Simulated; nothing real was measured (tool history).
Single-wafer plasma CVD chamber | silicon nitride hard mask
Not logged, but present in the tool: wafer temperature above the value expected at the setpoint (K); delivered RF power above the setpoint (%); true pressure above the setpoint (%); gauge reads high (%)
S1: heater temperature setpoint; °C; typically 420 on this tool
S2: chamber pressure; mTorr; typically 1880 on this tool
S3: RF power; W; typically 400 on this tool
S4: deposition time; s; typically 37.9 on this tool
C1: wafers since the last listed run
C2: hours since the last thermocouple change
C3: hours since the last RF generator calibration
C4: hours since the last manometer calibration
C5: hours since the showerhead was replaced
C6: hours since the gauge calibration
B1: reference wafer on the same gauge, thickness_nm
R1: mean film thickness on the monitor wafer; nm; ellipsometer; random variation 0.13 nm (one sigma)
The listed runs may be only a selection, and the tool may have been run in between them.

Run 1, hour 0.0: usual settings; C1 0; C2 270.2; C3 612.3; C4 871.7; C5 7654.5; C6 2475.8; B1 40.693. Result: R1 49.823 nm.
Run 2, hour 67.6: usual settings; C1 1346; C2 337.8; C3 679.9; C4 939.3; C5 7722.1; C6 2543.4; B1 40.707. Result: R1 49.525 nm.
At hour 365.3: capacitance manometer re-zeroed and calibrated.
Run 3, hour 374.0: usual settings; C1 5943; C2 644.2; C3 986.3; C4 8.7; C5 8028.5; C6 2849.8; B1 40.697. Result: R1 50.242 nm.
Run 4, hour 420.7: usual settings; C1 930; C2 690.9; C3 1033.0; C4 55.4; C5 8075.2; C6 2896.5; B1 40.717. Result: R1 49.887 nm.
Run 5, hour 501.6: usual settings but S3 430 W; C1 1611; C2 771.8; C3 1113.9; C4 136.3; C5 8156.1; C6 2977.4; B1 40.689. Result: R1 52.731 nm.
Run 6, hour 602.7: usual settings but S1 428 °C, S2 1630 mTorr; C1 2013; C2 872.9; C3 1215.0; C4 237.4; C5 8257.2; C6 3078.5; B1 40.681. Result: R1 47.812 nm.
Run 7, hour 649.0: usual settings; C1 922; C2 919.2; C3 1261.3; C4 283.7; C5 8303.5; C6 3124.8; B1 40.705. Result: R1 49.826 nm.
Run 8, hour 706.8: usual settings but S3 325 W; C1 1151; C2 977.0; C3 1319.1; C4 341.5; C5 8361.3; C6 3182.6; B1 40.682. Result: R1 42.688 nm.
Run 9, hour 777.0: usual settings; C1 1398; C2 1047.2; C3 1389.3; C4 411.7; C5 8431.5; C6 3252.8; B1 40.696. Result: R1 49.641 nm.
Run 10, hour 857.4: usual settings; C1 1601; C2 1127.6; C3 1469.7; C4 492.1; C5 8511.9; C6 3333.2; B1 40.729. Result: R1 49.889 nm.
Run 11, hour 915.3: usual settings but S1 411 °C; C1 1153; C2 1185.5; C3 1527.6; C4 550.0; C5 8569.8; C6 3391.1; B1 40.678. Result: R1 50.032 nm.
At hour 977.4: RF generator calibrated.
Run 12, hour 984.3: usual settings but S1 416 °C; C1 1214; C2 1254.5; C3 6.9; C4 619.0; C5 8638.8; C6 3460.1; B1 40.709. Result: R1 49.997 nm.
Run 13, hour 1081.8: usual settings; C1 1941; C2 1352.0; C3 104.4; C4 716.5; C5 8736.3; C6 3557.6; B1 40.711. Result: R1 49.784 nm.
Run 14, hour 1167.7: usual settings but S2 1540 mTorr, S4 45.0 s; C1 1710; C2 1437.9; C3 190.3; C4 802.4; C5 8822.2; C6 3643.5; B1 40.711. Result: R1 55.567 nm.
Run 15, hour 1240.3: usual settings but S4 43.6 s; C1 1445; C2 1510.5; C3 262.9; C4 875.0; C5 8894.8; C6 3716.1; B1 40.700. Result: R1 57.445 nm.
Run 16, hour 1281.2: usual settings but S1 406 °C, S4 40.6 s; C1 814; C2 1551.4; C3 303.8; C4 915.9; C5 8935.7; C6 3757.0; B1 40.691. Result: R1 53.838 nm.
Run 17, hour 1370.8: usual settings; C1 1784; C2 1641.0; C3 393.4; C4 1005.5; C5 9025.3; C6 3846.6; B1 40.710. Result: R1 49.668 nm.
At hour 1436.9: showerhead replaced.
Run 18, hour 1566.0: usual settings but S1 426 °C, S3 360 W; C1 3728; C2 1836.2; C3 588.6; C4 1200.7; C5 129.1; C6 4041.8; B1 40.692. Result: R1 45.645 nm.
At hour 1676.3: capacitance manometer re-zeroed and calibrated.
At hour 1800.7: thermocouple changed; heater temperature recalibrated.
At hour 1826.1: gauge calibrated.
Run 19, hour 1850.8: usual settings; C1 5353; C2 50.1; C3 873.4; C4 174.5; C5 413.9; C6 24.7; B1 40.698. Result: R1 50.129 nm.
Run 20, hour 1904.2: usual settings; C1 1063; C2 103.5; C3 926.8; C4 227.9; C5 467.3; C6 78.1; B1 40.695. Result: R1 50.053 nm.
Run 21, hour 2011.7: usual settings but S1 426 °C, S2 1550 mTorr, S3 470 W, S4 31.4 s; C1 2141; C2 211.0; C3 1034.3; C4 335.4; C5 574.8; C6 185.6; B1 40.706. Result: R1 43.698 nm.
Run 22, hour 2089.2: usual settings; C1 1543; C2 288.5; C3 1111.8; C4 412.9; C5 652.3; C6 263.1; B1 40.683. Result: R1 50.164 nm.
Run 23, hour 2160.6: usual settings but S4 31.1 s; C1 1422; C2 359.9; C3 1183.2; C4 484.3; C5 723.7; C6 334.5; B1 40.693. Result: R1 41.036 nm.

Expected results for the next run?
Run 24, hour 2226.5: usual settings; C1 1312; C2 425.8; C3 1249.1; C4 550.2; C5 789.6; C6 400.4; B1 ?. Result: R1 ?.

Run 24 yielded B1 40.711, R1 49.886 nm.
With no hidden state in the tool, this same run would have given R1 49.996 nm.

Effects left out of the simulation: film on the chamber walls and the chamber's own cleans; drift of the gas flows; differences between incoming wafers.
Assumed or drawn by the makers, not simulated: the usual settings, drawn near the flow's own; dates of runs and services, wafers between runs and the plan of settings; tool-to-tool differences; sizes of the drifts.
